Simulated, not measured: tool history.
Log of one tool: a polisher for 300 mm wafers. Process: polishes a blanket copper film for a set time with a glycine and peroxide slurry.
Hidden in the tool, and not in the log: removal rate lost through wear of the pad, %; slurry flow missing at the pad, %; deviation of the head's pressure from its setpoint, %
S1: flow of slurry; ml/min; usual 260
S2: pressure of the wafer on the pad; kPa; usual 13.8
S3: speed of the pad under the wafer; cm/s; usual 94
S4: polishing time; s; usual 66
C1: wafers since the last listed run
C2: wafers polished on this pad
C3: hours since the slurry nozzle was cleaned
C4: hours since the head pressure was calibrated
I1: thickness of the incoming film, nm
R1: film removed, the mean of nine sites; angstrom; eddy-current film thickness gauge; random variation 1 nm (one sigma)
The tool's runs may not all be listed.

{"run": 1, "hour": 0.0, "S1": 260, "S2": 13.8, "S3": 94, "S4": 66, "C1": 0, "C2": 1123, "C3": 406.8, "C4": 1121.6, "I1": 1931.1, "R1": 2306}
{"run": 2, "hour": 10.6, "S1": 260, "S2": 13.8, "S3": 94, "S4": 66, "C1": 110, "C2": 1234, "C3": 417.4, "C4": 1132.2, "I1": 1960.8, "R1": 2275}
{"hour": 18.9, "done": "worn pad replaced by a new one"}
{"run": 3, "hour": 50.6, "S1": 260, "S2": 13.8, "S3": 94, "S4": 66, "C1": 376, "C2": 331, "C3": 457.4, "C4": 1172.2, "I1": 1939.7, "R1": 2370}
{"run": 4, "hour": 62.0, "S1": 260, "S2": 13.8, "S3": 94, "S4": 66, "C1": 119, "C2": 450, "C3": 468.8, "C4": 1183.6, "I1": 1947.1, "R1": 2369}
{"run": 5, "hour": 72.9, "S1": 260, "S2": 13.8, "S3": 94, "S4": 66, "C1": 114, "C2": 564, "C3": 479.7, "C4": 1194.5, "I1": 1915.5, "R1": 2336}
{"run": 6, "hour": 83.6, "S1": 260, "S2": 13.8, "S3": 94, "S4": 66, "C1": 111, "C2": 676, "C3": 490.4, "C4": 1205.2, "I1": 1940.2, "R1": 2327}
{"run": 7, "hour": 95.1, "S1": 260, "S2": 13.8, "S3": 94, "S4": 66, "C1": 120, "C2": 796, "C3": 501.9, "C4": 1216.7, "I1": 1945.8, "R1": 2312}
{"run": 8, "hour": 102.4, "S1": 260, "S2": 13.8, "S3": 94, "S4": 66, "C1": 76, "C2": 873, "C3": 509.2, "C4": 1224.0, "I1": 1932.5, "R1": 2326}
{"run": 9, "hour": 113.1, "S1": 260, "S2": 13.8, "S3": 94, "S4": 66, "C1": 111, "C2": 985, "C3": 519.9, "C4": 1234.7, "I1": 1967.5, "R1": 2301}
{"run": 10, "hour": 119.9, "S1": 260, "S2": 13.8, "S3": 94, "S4": 66, "C1": 71, "C2": 1056, "C3": 526.7, "C4": 1241.5, "I1": 1921.1, "R1": 2282}
{"hour": 122.2, "done": "head pressure recalibrated"}
{"hour": 131.1, "done": "worn pad replaced by a new one"}
{"run": 11, "hour": 131.6, "S1": 260, "S2": 13.8, "S3": 94, "S4": 66, "C1": 59, "C2": 4, "C3": 538.4, "C4": 9.4, "I1": 1922.8, "R1": 2325}
{"run": 12, "hour": 141.5, "S1": 260, "S2": 13.8, "S3": 94, "S4": 53, "C1": 103, "C2": 108, "C3": 548.3, "C4": 19.3, "I1": 1940.5, "R1": 1862}
{"run": 13, "hour": 156.0, "S1": 340, "S2": 9.7, "S3": 94, "S4": 66, "C1": 151, "C2": 260, "C3": 562.8, "C4": 33.8, "I1": 1915.9, "R1": 2046}
{"run": 14, "hour": 169.0, "S1": 345, "S2": 15.9, "S3": 116, "S4": 78, "C1": 136, "C2": 396, "C3": 575.8, "C4": 46.8, "I1": 1941.0, "R1": 3590}
{"hour": 173.3, "done": "slurry nozzle cleaned"}
{"run": 15, "hour": 180.7, "S1": 260, "S2": 13.8, "S3": 94, "S4": 66, "C1": 111, "C2": 508, "C3": 7.4, "C4": 58.5, "I1": 1963.6, "R1": 2415}
{"run": 16, "hour": 198.6, "S1": 260, "S2": 13.8, "S3": 94, "S4": 66, "C1": 187, "C2": 695, "C3": 25.3, "C4": 76.4, "I1": 1923.2, "R1": 2412}
{"run": 17, "hour": 207.0, "S1": 260, "S2": 13.8, "S3": 94, "S4": 66, "C1": 87, "C2": 783, "C3": 33.7, "C4": 84.8, "I1": 1903.1, "R1": 2384}
{"run": 18, "hour": 223.2, "S1": 260, "S2": 11.0, "S3": 64, "S4": 66, "C1": 169, "C2": 952, "C3": 49.9, "C4": 101.0, "I1": 1948.2, "R1": 1637}
{"run": 19, "hour": 239.4, "S1": 305, "S2": 12.4, "S3": 94, "S4": 66, "C1": 169, "C2": 1122, "C3": 66.1, "C4": 117.2, "I1": 1938.4, "R1": 2270}
{"run": 20, "hour": 253.3, "S1": 260, "S2": 13.8, "S3": 94, "S4": 66, "C1": 145, "C2": 1267, "C3": 80.0, "C4": 131.1, "I1": 1917.7, "R1": 2314}
{"hour": 266.2, "done": "worn pad replaced by a new one"}
{"run": 21, "hour": 269.6, "S1": 320, "S2": 18.6, "S3": 94, "S4": 50, "C1": 128, "C2": 35, "C3": 96.3, "C4": 147.4, "I1": 1930.2, "R1": 2177}
{"run": 22, "hour": 280.4, "S1": 260, "S2": 9.7, "S3": 68, "S4": 66, "C1": 112, "C2": 148, "C3": 107.1, "C4": 158.2, "I1": 1952.0, "R1": 1665}

4 ways to go on from here, each from the tool as it stands after run 22. What would each give?
{"run": "A", "hour": 280.8, "S1": 260, "S2": 13.8, "S3": 94, "S4": 48, "C1": 4, "C2": 152, "C3": 107.5, "C4": 158.6, "I1": 1968.4, "R1": "?"}
{"run": "B", "hour": 280.8, "S1": 260, "S2": 13.8, "S3": 106, "S4": 66, "C1": 4, "C2": 152, "C3": 107.5, "C4": 158.6, "I1": 1968.4, "R1": "?"}
{"run": "C", "hour": 280.8, "S1": 260, "S2": 13.8, "S3": 66, "S4": 66, "C1": 4, "C2": 152, "C3": 107.5, "C4": 158.6, "I1": 1968.4, "R1": "?"}
{"run": "D", "hour": 280.8, "S1": 260, "S2": 15.9, "S3": 94, "S4": 52, "C1": 4, "C2": 152, "C3": 107.5, "C4": 158.6, "I1": 1968.4, "R1": "?"}

run=A R1=1755
run=B R1=2648
run=C R1=1867
run=D R1=2037
Without the tool's hidden state the same runs would have given:
run=A R1=1777
run=B R1=2680
run=C R1=1890
run=D R1=2061
